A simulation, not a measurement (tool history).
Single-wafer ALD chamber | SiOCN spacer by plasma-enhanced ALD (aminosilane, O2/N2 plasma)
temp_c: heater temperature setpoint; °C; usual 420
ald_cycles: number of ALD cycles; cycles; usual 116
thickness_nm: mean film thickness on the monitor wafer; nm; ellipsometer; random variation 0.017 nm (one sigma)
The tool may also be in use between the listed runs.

run	hour	temp_c	ald_cycles	read-back reference wafer on the same gauge, thickness_nm	thickness_nm
1	0	420	116	6.92	6.754
2	32.1	425	128	6.922	7.365
3	72.5	425	128	6.92	7.382
4	113.9	425	128	6.918	7.359
5	172.3	417	124	6.921	7.297
6	232	420	116	6.917	6.796
7	292.8	420	116	6.918	6.767
8	349.4	420	105	6.922	6.12
9	401.1	420	105	6.918	6.15
10	452.4	420	105	6.92	6.134
11	504.6	420	121	6.92	7.111
12	546.7	420	121	6.924	7.097
13	607.2	420	121	6.917	7.067
14	675.2	430	116	6.918	6.603
15	700.6	420	116	6.92	6.815
16	760.5	420	116	6.923	6.805
17	789.8	420	116	6.924	6.799
18	820	432	94	6.921	5.347
# hour 845.8: thermocouple changed; heater temperature recalibrated
19	850.4	413	116	6.92	6.835
20	896.5	420	116	6.925	6.744
21	929.1	426	107	6.926	6.104
# hour 958.3: gauge calibrated
22	975.8	432	130	6.918	7.25
23	1004.1	420	116	6.915	6.725
24	1066	429	94	6.922	5.313
25	1124.7	409	101	6.92	6.059
26	1194.9	420	116	6.922	6.706
27	1254.1	425	122	6.917	6.988
28	1322	411	102	6.918	6.063
29	1352.8	420	121	6.924	6.986
30	1391.1	428	138	6.924	7.846
31	1449.9	427	110	6.922	6.258
32	1517.5	424	125	6.916	7.17
33	1582.5	431	138	6.924	7.775
34	1650.3	420	105	6.922	6.113
35	1698.8	420	116	6.918	6.772

The same runs without the tool's hidden state, with the same run-to-run variation:
The hidden state here: wafer temperature above the value expected at the setpoint (K); gauge reads high (%).
run	thickness_nm
1	6.697
2	7.3
3	7.315
4	7.289
5	7.226
6	6.726
7	6.693
8	6.05
9	6.078
10	6.059
11	7.02
12	7.003
13	6.969
14	6.505
15	6.714
16	6.7
17	6.692
18	5.258
19	6.827
20	6.736
21	6.096
22	7.241
23	6.716
24	5.306
25	6.051
26	6.696
27	6.977
28	6.053
29	6.974
30	7.831
31	6.245
32	7.154
33	7.756
34	6.098
35	6.753

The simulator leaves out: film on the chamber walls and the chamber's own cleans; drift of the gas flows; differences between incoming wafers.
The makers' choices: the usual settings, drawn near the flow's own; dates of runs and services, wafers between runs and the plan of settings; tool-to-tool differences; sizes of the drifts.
